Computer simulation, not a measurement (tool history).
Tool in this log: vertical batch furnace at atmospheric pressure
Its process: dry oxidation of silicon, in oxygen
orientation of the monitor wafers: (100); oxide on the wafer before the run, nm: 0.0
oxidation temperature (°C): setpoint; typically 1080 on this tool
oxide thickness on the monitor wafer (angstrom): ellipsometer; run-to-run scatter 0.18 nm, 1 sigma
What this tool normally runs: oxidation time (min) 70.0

run	hour	oxidation temperature (°C)	oxidation time (min)	wafers since the last listed run	hours since the last temperature calibration	hours since the boat lift was adjusted	hours since the gauge calibration	read-back reference wafer on the same gauge, thickness	oxide thickness on the monitor wafer (angstrom)
1	0.0	1099	70.0	0	2657.7	4823.2	134.5	103.04	1426.1
2	21.4	1099	70.0	254	2679.1	4844.6	155.9	102.98	1423.7
3	37.2	1099	70.0	188	2694.9	4860.4	171.7	102.99	1429.1
4	52.8	1080	70.0	185	2710.5	4876.0	187.3	103.00	1256.5
5	75.8	1080	70.0	273	2733.5	4899.0	210.3	103.01	1249.3
6	105.1	1080	97.5	349	2762.8	4928.3	239.6	103.04	1540.0
7	116.7	1080	97.5	138	2774.4	4939.9	251.2	102.97	1537.9
8	139.0	1080	97.5	265	2796.7	4962.2	273.5	103.02	1544.7
9	151.6	1080	70.0	150	2809.3	4974.8	286.1	103.01	1251.3
10	162.2	1080	70.0	126	2819.9	4985.4	296.7	102.99	1252.6
11	180.9	1080	70.0	222	2838.6	5004.1	315.4	102.96	1249.8
12	191.8	1080	70.0	129	2849.5	5015.0	326.3	103.00	1251.9
# hour 228.6: gauge calibrated
# hour 230.1: boat lift adjusted
13	230.6	1080	70.0	176	2888.3	0.5	2.0	103.02	1253.3
14	236.1	1064	70.0	65	2893.8	6.0	7.5	103.00	1110.0
15	241.5	1080	70.0	64	2899.2	11.4	12.9	103.04	1255.0

Expected results for the next run?
16	247.0	1069	101.0	65	2904.7	16.9	18.4	?	?

Run 16 yielded read-back reference wafer on the same gauge, thickness 103.01, oxide thickness on the monitor wafer (angstrom) 1456.8.
Were there no unlogged condition in the tool, this run, its random variation unchanged, would have produced oxide thickness on the monitor wafer (angstrom) 1403.2.
